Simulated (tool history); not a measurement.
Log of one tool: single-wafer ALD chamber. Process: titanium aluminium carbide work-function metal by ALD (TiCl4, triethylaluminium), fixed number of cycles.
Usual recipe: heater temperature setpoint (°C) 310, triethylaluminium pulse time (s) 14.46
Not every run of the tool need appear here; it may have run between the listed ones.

run	hour	heater temperature setpoint (°C)	triethylaluminium pulse time (s)	read-back reference wafer on the same gauge, thickness_nm	mean film thickness on the monitor wafer (nm)
1	0	310	14.46	1.551	1.742
2	183.6	310	14.46	1.551	1.733
3	251.2	310	14.46	1.55	1.733
4	291.9	310	14.46	1.55	1.728
5	351.1	310	14.46	1.551	1.724
6	396.2	304	14.46	1.551	1.688
7	545.2	313	14.46	1.549	1.733
8	621.7	313	14.46	1.55	1.738
9	676.8	300	14.46	1.551	1.649
10	748.9	310	14.46	1.55	1.696
11	788.6	310	14.46	1.55	1.703
12	828.8	310	14.46	1.55	1.704
# hour 887.9: gauge calibrated
13	936.4	310	14.46	1.55	1.688
# hour 1047.9: showerhead replaced
14	1048.4	304	11.35	1.55	1.581
15	1106.8	322	14.46	1.549	1.749
# hour 1144.3: triethylaluminium bottle replaced
16	1177.1	319	18.88	1.55	1.8
# hour 1210.1: thermocouple changed; heater temperature recalibrated
17	1266.3	321	11.24	1.551	1.786
18	1352.3	310	14.46	1.55	1.741
19	1430.1	304	10.39	1.55	1.667
20	1500.2	310	14.46	1.551	1.737
21	1555.1	316	8.91	1.55	1.714
22	1605.2	315	17.97	1.551	1.785
23	1671.7	317	14.46	1.55	1.784
24	1768.2	297	14.46	1.55	1.656
25	1850.2	310	14.46	1.549	1.738
26	1953.8	317	16.5	1.551	1.781

What if the next run were any one of these 5? Each begins from the tool's condition after run 26:
A	1954.2	310	14.46	?	?
B	1954.2	305	13	?	?
C	1954.2	319	11.81	?	?
D	1954.2	300	17.75	?	?
E	1954.2	319	14.46	?	?

run	read-back reference wafer on the same gauge, thickness_nm	mean film thickness on the monitor wafer (nm)
A	1.551	1.735
B	1.551	1.693
C	1.551	1.771
D	1.551	1.682
E	1.551	1.794
With the hidden condition removed and each run's random variation left untouched, the same runs would have given:
run	mean film thickness on the monitor wafer (nm)
A	1.743
B	1.703
C	1.786
D	1.685
E	1.802
